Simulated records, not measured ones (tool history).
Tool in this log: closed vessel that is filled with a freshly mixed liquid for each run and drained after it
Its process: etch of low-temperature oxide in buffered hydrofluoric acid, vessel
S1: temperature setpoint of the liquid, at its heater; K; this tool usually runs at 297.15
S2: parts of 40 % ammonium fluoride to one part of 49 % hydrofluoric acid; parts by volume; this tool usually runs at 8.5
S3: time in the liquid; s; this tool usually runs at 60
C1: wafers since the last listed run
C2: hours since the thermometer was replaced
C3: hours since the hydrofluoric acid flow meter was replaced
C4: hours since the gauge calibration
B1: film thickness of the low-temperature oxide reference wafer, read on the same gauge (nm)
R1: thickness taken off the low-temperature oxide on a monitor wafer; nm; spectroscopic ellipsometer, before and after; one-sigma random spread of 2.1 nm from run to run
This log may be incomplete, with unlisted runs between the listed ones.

| run | hour | S1 | S2 | S3 | C1 | C2 | C3 | C4 | B1 | R1 |
|---|---|---|---|---|---|---|---|---|---|---|
| 1 | 0 | 297.15 | 7.5 | 60 | 0 | 476 | 1006.2 | 907 | 90.01 | 389.29 |
|  | 51.8 | thermometer replaced |
| 2 | 63.8 | 295.15 | 8.5 | 60 | 7513 | 12 | 1070 | 970.8 | 89.98 | 303.54 |
| 3 | 104.9 | 295.15 | 8.5 | 60 | 4917 | 53.1 | 1111.1 | 1011.9 | 90.01 | 308.23 |
|  | 154.3 | hydrofluoric acid flow meter replaced |
| 4 | 154.7 | 297.15 | 6.5 | 75 | 5838 | 102.9 | 0.4 | 1061.7 | 90.01 | 543.4 |
| 5 | 181.2 | 297.15 | 6.5 | 75 | 3170 | 129.4 | 26.9 | 1088.2 | 89.99 | 541.16 |
| 6 | 231.4 | 297.15 | 11 | 60 | 6006 | 179.6 | 77.1 | 1138.4 | 90.01 | 261.93 |
|  | 239 | gauge calibrated |
| 7 | 284.2 | 297.15 | 11 | 60 | 6317 | 232.4 | 129.9 | 45.2 | 89.95 | 267.93 |
| 8 | 351.1 | 297.15 | 8.5 | 60 | 8004 | 299.3 | 196.8 | 112.1 | 90.02 | 329.94 |
| 9 | 395.5 | 297.15 | 8.5 | 60 | 5312 | 343.7 | 241.2 | 156.5 | 90.02 | 334.4 |
| 10 | 429.6 | 300.15 | 8.5 | 60 | 4079 | 377.8 | 275.3 | 190.6 | 90.01 | 392.61 |
| 11 | 486 | 300.15 | 8.5 | 60 | 6748 | 434.2 | 331.7 | 247 | 90.01 | 393.37 |
| 12 | 556.1 | 297.15 | 8.5 | 60 | 8387 | 504.3 | 401.8 | 317.1 | 90.02 | 334.15 |
| 13 | 638.1 | 297.15 | 8.5 | 60 | 9811 | 586.3 | 483.8 | 399.1 | 90.01 | 334.2 |
|  | 640.7 | thermometer replaced |
| 14 | 681.4 | 300.65 | 5 | 95 | 5061 | 40.7 | 527.1 | 442.4 | 89.99 | 1062.59 |
| 15 | 722.1 | 297.15 | 10 | 50 | 4869 | 81.4 | 567.8 | 483.1 | 89.99 | 244.04 |
| 16 | 772.2 | 299.15 | 8.5 | 60 | 5994 | 131.5 | 617.9 | 533.2 | 90 | 371.49 |
| 17 | 818.3 | 292.65 | 10 | 30 | 5515 | 177.6 | 664 | 579.3 | 89.99 | 113.35 |
| 18 | 941.4 | 295.65 | 8.5 | 60 | 14728 | 300.7 | 787.1 | 702.4 | 89.97 | 309.65 |
| 19 | 986.8 | 297.15 | 8.5 | 45 | 5431 | 346.1 | 832.5 | 747.8 | 89.99 | 256.85 |
| 20 | 1029.1 | 297.15 | 10 | 85 | 5061 | 388.4 | 874.8 | 790.1 | 89.98 | 420.05 |
| 21 | 1079.8 | 292.65 | 11 | 95 | 6066 | 439.1 | 925.5 | 840.8 | 89.99 | 332.77 |
| 22 | 1123.3 | 301.15 | 12 | 30 | 5204 | 482.6 | 969 | 884.3 | 90.02 | 153.68 |
| 23 | 1187.8 | 297.15 | 6 | 50 | 7717 | 547.1 | 1033.5 | 948.8 | 90 | 398.35 |
|  | 1217 | thermometer replaced |
| 24 | 1246.6 | 294.15 | 8.5 | 60 | 6915 | 29.6 | 1092.3 | 1007.6 | 90.02 | 290.55 |
| 25 | 1291.2 | 297.15 | 8.5 | 60 | 5336 | 74.2 | 1136.9 | 1052.2 | 90.01 | 347.61 |
| 26 | 1316.8 | 297.15 | 5 | 60 | 3062 | 99.8 | 1162.5 | 1077.8 | 90.02 | 559.24 |
|  | 1343.4 | gauge calibrated |
| 27 | 1349.8 | 297.15 | 5.5 | 60 | 3948 | 132.8 | 1195.5 | 6.4 | 90.02 | 517.21 |
|  | 1399 | hydrofluoric acid flow meter replaced |
| 28 | 1409.6 | 297.15 | 11 | 30 | 7035 | 192.6 | 10.6 | 66.2 | 90.02 | 130.63 |
| 29 | 1473.1 | 294.65 | 10.5 | 75 | 7597 | 256.1 | 74.1 | 129.7 | 90 | 299.04 |
| 30 | 1514.9 | 297.15 | 8.5 | 60 | 5001 | 297.9 | 115.9 | 171.5 | 90 | 331.56 |
| 31 | 1572.6 | 297.15 | 8.5 | 60 | 6903 | 355.6 | 173.6 | 229.2 | 90.01 | 333.93 |
| 32 | 1626.9 | 295.65 | 8.5 | 50 | 6496 | 409.9 | 227.9 | 283.5 | 89.98 | 255.97 |
| 33 | 1682.9 | 299.15 | 11 | 95 | 6700 | 465.9 | 283.9 | 339.5 | 90 | 468.36 |

Entry by entry between the runs, the difference in hidden state between the last listed run before and the first listed run after:
From run 1 to run 2: thermometer replaced (hour 51.8)
  hydrofluoric acid flow above the setpoint (%): 3.63 -> 3.84
  the result without the hidden state subtracted from the measured one, R1: +14.72 -> +12.14 nm
From run 3 to run 4: hydrofluoric acid flow meter replaced (hour 154.3)
  hydrofluoric acid flow above the setpoint (%): 3.97 -> 0.401
  the result without the hidden state subtracted from the measured one, R1: +12.76 -> +1.88 nm
From run 6 to run 7: gauge calibrated (hour 239)
  hydrofluoric acid flow above the setpoint (%): 0.649 -> 0.82
  the result without the hidden state subtracted from the measured one, R1: +1.65 -> +2.12 nm
From run 13 to run 14: thermometer replaced (hour 640.7)
  hydrofluoric acid flow above the setpoint (%): 1.97 -> 2.11
  the result without the hidden state subtracted from the measured one, R1: +6.99 -> +20.57 nm
From run 23 to run 24: thermometer replaced (hour 1217)
  hydrofluoric acid flow above the setpoint (%): 3.75 -> 3.94
  the result without the hidden state subtracted from the measured one, R1: +12.25 -> +11.91 nm
From run 26 to run 27: gauge calibrated (hour 1343.4)
  hydrofluoric acid flow above the setpoint (%): 4.16 -> 4.27
  the result without the hidden state subtracted from the measured one, R1: +21.06 -> +17.94 nm
From run 27 to run 28: hydrofluoric acid flow meter replaced (hour 1399)
  hydrofluoric acid flow above the setpoint (%): 4.27 -> 0.0589
  the result without the hidden state subtracted from the measured one, R1: +17.94 -> +0.07 nm
